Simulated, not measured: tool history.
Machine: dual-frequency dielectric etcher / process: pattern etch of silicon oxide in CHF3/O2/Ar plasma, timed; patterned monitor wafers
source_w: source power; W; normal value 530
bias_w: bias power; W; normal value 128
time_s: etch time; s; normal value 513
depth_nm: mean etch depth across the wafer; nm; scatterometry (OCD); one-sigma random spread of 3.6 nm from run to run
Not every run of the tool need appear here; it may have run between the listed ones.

run,day,source_w,bias_w,time_s,wafers since the last listed run,hours since the last wet clean,hours since the last source power generator calibration,hours since the last bias power generator calibration,hours since the last upper electrode change,hours since the gauge calibration,"read-back reference wafer on the same gauge, depth_nm",depth_nm
1,0,530,128,513,0,264.4,2904.3,2050.3,1588.3,51.6,700.2,803.6
2,5.083,530,128,513,505,386.4,3026.3,2172.3,1710.3,173.6,700.4,811.5
3,8.162,530,128,513,306,460.3,3100.2,2246.2,1784.2,247.5,699.8,818.7
4,10.408,530,128,513,223,514.2,3154.1,2300.1,1838.1,301.4,699.2,820.1
# day 11.867: wet clean of the chamber
5,14.954,530,128,513,352,74.1,3263.2,2409.2,1947.2,410.5,699.9,792
6,16.5,530,128,513,153,111.2,3300.3,2446.3,1984.3,447.6,700.3,789.8
7,19.579,530,128,513,306,185.1,3374.2,2520.2,2058.2,521.5,700.7,802.4
8,23.954,530,128,513,434,290.1,3479.2,2625.2,2163.2,626.5,699.6,807.6
9,26.292,530,128,513,232,346.2,3535.3,2681.3,2219.3,682.6,699.6,806.1
10,29.388,530,128,513,307,420.5,3609.6,2755.6,2293.6,756.9,699,820.2
11,32.846,530,128,513,343,503.5,3692.6,2838.6,2376.6,839.9,699.4,826.2
# day 34.121: source power generator calibrated
# day 35.2: wet clean of the chamber
12,36.879,530,128,513,284,40.3,66.2,2935.4,2473.4,936.7,700.4,794.6
13,39.358,530,128,513,246,99.8,125.7,2994.9,2532.9,996.2,700.3,795.9
14,41.512,530,128,513,214,151.5,177.4,3046.6,2584.6,1047.9,699.5,801.7
15,44.504,530,128,513,297,223.3,249.2,3118.4,2656.4,1119.7,700.1,808.7
16,48.825,530,151,513,429,327,352.9,3222.1,2760.1,1223.4,699.8,867.2
17,50.538,640,128,381.5,170,368.1,394,3263.2,2801.2,1264.5,699.5,642.7
18,54.242,620,150,513,368,457,482.9,3352.1,2890.1,1353.4,700,905.7
# day 56.529: gauge calibrated
# day 59.833: bias power generator calibrated
# day 62.254: upper electrode replaced
# day 64.467: wet clean of the chamber
19,64.488,530,128,513,803,0.5,728.8,111.7,53.6,191,700.4,775.9
20,67.962,530,128,513,345,83.9,812.2,195.1,137,274.4,699.5,791.5
21,72.45,530,128,513,446,191.6,919.9,302.8,244.7,382.1,700.5,792.6
22,75.525,570,128,513,305,265.4,993.7,376.6,318.5,455.9,700.7,822.4
23,78.917,580,110,643,337,346.8,1075.1,458,399.9,537.3,700.3,985.8
24,82.696,530,112,394,375,437.5,1165.8,548.7,490.6,628,699.2,590.4
25,84.658,420,128,421,195,484.6,1212.9,595.8,537.7,675.1,700.1,625.8
26,87.05,530,128,513,237,542,1270.3,653.2,595.1,732.5,699.9,820.5
27,90.096,530,115,369.5,302,615.1,1343.4,726.3,668.2,805.6,699.3,569
# day 92.075: wet clean of the chamber
28,92.904,530,128,665,179,19.9,1410.8,793.7,735.6,873,700.6,1020.6
29,94.733,410,102,578,181,63.8,1454.7,837.6,779.5,916.9,700.8,771

What if the next run were any one of these 5? Each begins from the tool's condition after run 29:
A,94.758,530,148,513,2,64.4,1455.3,838.2,780.1,917.5,?,?
B,94.758,530,107,513,2,64.4,1455.3,838.2,780.1,917.5,?,?
C,94.758,490,106,425,2,64.4,1455.3,838.2,780.1,917.5,?,?
D,94.758,530,99,513,2,64.4,1455.3,838.2,780.1,917.5,?,?
E,94.758,450,128,360,2,64.4,1455.3,838.2,780.1,917.5,?,?

run,"read-back reference wafer on the same gauge, depth_nm",depth_nm
A,700.4,831.6
B,700.4,746.3
C,700.4,601.3
D,700.4,727.9
E,700.4,528.1
With no hidden state in the tool, these same runs would have given:
run,depth_nm
A,823.4
B,738.9
C,595.4
D,720.7
E,522.9
